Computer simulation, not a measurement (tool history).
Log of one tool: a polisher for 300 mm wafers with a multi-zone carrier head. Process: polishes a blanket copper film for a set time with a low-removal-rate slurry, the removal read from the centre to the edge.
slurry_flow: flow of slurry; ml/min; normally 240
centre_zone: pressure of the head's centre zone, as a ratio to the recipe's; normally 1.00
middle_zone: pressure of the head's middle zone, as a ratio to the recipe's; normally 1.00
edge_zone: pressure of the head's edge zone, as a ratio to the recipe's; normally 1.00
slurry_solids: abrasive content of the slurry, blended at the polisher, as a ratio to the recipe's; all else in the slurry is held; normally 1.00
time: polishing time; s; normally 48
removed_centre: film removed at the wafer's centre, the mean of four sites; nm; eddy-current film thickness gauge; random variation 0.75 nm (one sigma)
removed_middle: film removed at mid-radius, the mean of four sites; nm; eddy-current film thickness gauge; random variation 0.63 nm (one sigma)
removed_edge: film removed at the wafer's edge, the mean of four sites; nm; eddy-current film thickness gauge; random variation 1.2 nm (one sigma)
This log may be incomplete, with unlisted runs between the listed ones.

run	hour	slurry_flow	centre_zone	middle_zone	edge_zone	slurry_solids	time	incoming thickness of the incoming film, nm	removed_centre	removed_middle	removed_edge
1	0.0	240	1.00	1.00	1.00	1.00	48	897.7	88.7	93.5	91.6
2	32.2	240	1.00	1.00	1.00	1.00	48	914.2	87.4	91.8	90.9
3	61.3	240	1.00	1.00	1.00	1.00	48	915.1	92.4	97.9	93.3
4	92.9	240	1.00	1.00	1.00	0.90	48	901.7	91.8	96.4	90.0
5	113.5	240	1.00	1.09	1.00	1.00	48	909.0	93.7	104.4	91.6
6	139.7	240	0.92	1.00	1.00	1.10	53	910.9	96.9	107.9	103.6
7	162.7	265	1.00	1.00	1.00	1.00	48	900.7	91.9	97.6	92.4
8	183.6	240	1.00	1.00	1.00	0.90	48	894.7	91.3	95.7	91.5
9	198.8	240	1.08	1.00	1.00	1.00	41	908.1	81.7	81.9	76.1
10	210.8	240	1.00	1.00	0.95	1.00	48	894.9	91.1	96.1	92.2
11	229.1	240	1.00	0.95	0.92	1.00	60	908.1	114.6	113.9	109.4
12	241.8	240	1.00	1.00	1.00	1.00	48	919.8	90.2	95.3	92.2
13	254.3	180	0.92	1.05	1.00	0.90	48	909.0	80.4	94.1	89.5
14	286.1	315	1.09	1.03	1.00	1.00	56	906.1	117.4	116.1	108.3
15	300.8	240	0.96	1.00	1.00	0.75	48	926.0	84.0	91.3	87.1
16	332.6	240	1.00	1.06	1.00	1.00	48	898.4	88.9	98.3	88.7
17	345.5	240	1.00	1.00	1.00	1.00	48	915.5	88.3	94.4	91.2
18	359.5	240	1.00	0.89	0.88	1.00	48	895.6	87.9	83.7	86.6
19	391.8	280	0.92	1.00	1.00	1.00	48	900.5	84.6	94.2	90.4
20	420.5	165	0.93	0.94	1.00	0.85	48	922.8	83.3	87.7	89.3
21	439.5	240	1.00	1.00	1.00	1.00	48	908.7	92.0	97.2	94.5

Between the runs listed above, the log contained 8 entries, not reproduced here. Where in the sequence does each belong, and how does what the log doesn't record of the tool's condition differ from the listed run before to the listed run after?
From run 2 to run 3: slurry nozzle cleaned (hour 41.2)
  slurry flow missing at the pad, %: 39.9 -> 5.06
  measured less the result without the state, removed_centre: -5.8 -> -0.6 nm; removed_middle: -5.5 -> -0.5 nm; removed_edge: -3.9 -> -0.4 nm
From run 3 to run 4: worn pad replaced by a new one (hour 78.8)
  slurry flow missing at the pad, %: 5.06 -> 8.51
  measured less the result without the state, removed_centre: -0.6 -> -0.9 nm; removed_middle: -0.5 -> -0.9 nm; removed_edge: -0.4 -> -0.6 nm
From run 5 to run 6: carrier head's membrane replaced by a new one (hour 136.2); centre zone pressure recalibrated (hour 139.2)
  slurry flow missing at the pad, %: 10.8 -> 13.6
  measured less the result without the state, removed_centre: -1.2 -> -1.7 nm; removed_middle: -1.2 -> -1.7 nm; removed_edge: -0.8 -> -1.2 nm
From run 9 to run 10: worn pad replaced by a new one (hour 207.6)
  slurry flow missing at the pad, %: 20.1 -> 21.4
  measured less the result without the state, removed_centre: -2.2 -> -2.6 nm; removed_middle: -1.9 -> -2.5 nm; removed_edge: -1.3 -> -1.8 nm
From run 11 to run 12: edge zone pressure recalibrated (hour 236.2)
  slurry flow missing at the pad, %: 23.4 -> 24.8
  measured less the result without the state, removed_centre: -3.7 -> -3.1 nm; removed_middle: -3.2 -> -3.0 nm; removed_edge: -2.3 -> -2.1 nm
From run 15 to run 16: worn pad replaced by a new one (hour 324.9)
  slurry flow missing at the pad, %: 31.2 -> 34.7
  measured less the result without the state, removed_centre: -4.0 -> -4.9 nm; removed_middle: -3.8 -> -4.7 nm; removed_edge: -2.6 -> -3.1 nm
From run 19 to run 20: slurry nozzle cleaned (hour 419.5)
  slurry flow missing at the pad, %: 41.2 -> 5.42
  measured less the result without the state, removed_centre: -5.2 -> -0.7 nm; removed_middle: -5.1 -> -0.6 nm; removed_edge: -3.6 -> -0.4 nm
